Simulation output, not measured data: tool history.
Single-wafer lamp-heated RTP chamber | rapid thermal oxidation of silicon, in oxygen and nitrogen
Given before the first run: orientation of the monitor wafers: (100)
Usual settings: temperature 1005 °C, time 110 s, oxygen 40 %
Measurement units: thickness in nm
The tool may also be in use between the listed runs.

run,hour,temperature,time,oxygen,"read-back reference wafer on the same gauge, thickness",thickness
1,0.0,1005,74,40,5.791,6.094
# hour 17.3: pyrometer window cleaned and pyrometer calibrated
2,63.6,1005,74,40,5.792,5.935
3,137.0,1005,149,40,5.791,8.088
4,173.9,1005,149,40,5.790,8.071
5,236.1,1005,149,40,5.787,8.115
6,288.6,1005,110,40,5.790,7.089
7,329.6,1005,110,40,5.786,7.119
8,427.3,1005,110,40,5.791,7.094
9,504.5,1005,110,40,5.789,7.121
10,609.2,1005,110,40,5.790,7.159
11,667.0,1005,110,40,5.786,7.162
# hour 703.1: pyrometer window cleaned and pyrometer calibrated
# hour 721.1: gauge calibrated
12,726.3,976,164,50,5.794,7.394
13,818.9,1005,110,40,5.785,7.108
14,914.1,1016,73,27,5.785,5.621
15,982.1,988,58,17,5.787,3.822
16,1062.2,1005,110,40,5.789,7.133
# hour 1122.3: oxygen flow controller replaced
17,1137.1,1005,149,62,5.786,9.456
18,1182.8,987,85,40,5.794,5.618

The next listed run, before its measurement:
19,1252.9,1005,135,17,?,?

read-back reference wafer on the same gauge, thickness: 5.791
thickness: 5.879 nm
With no hidden state in the tool, this same run would have given thickness 5.816 nm.
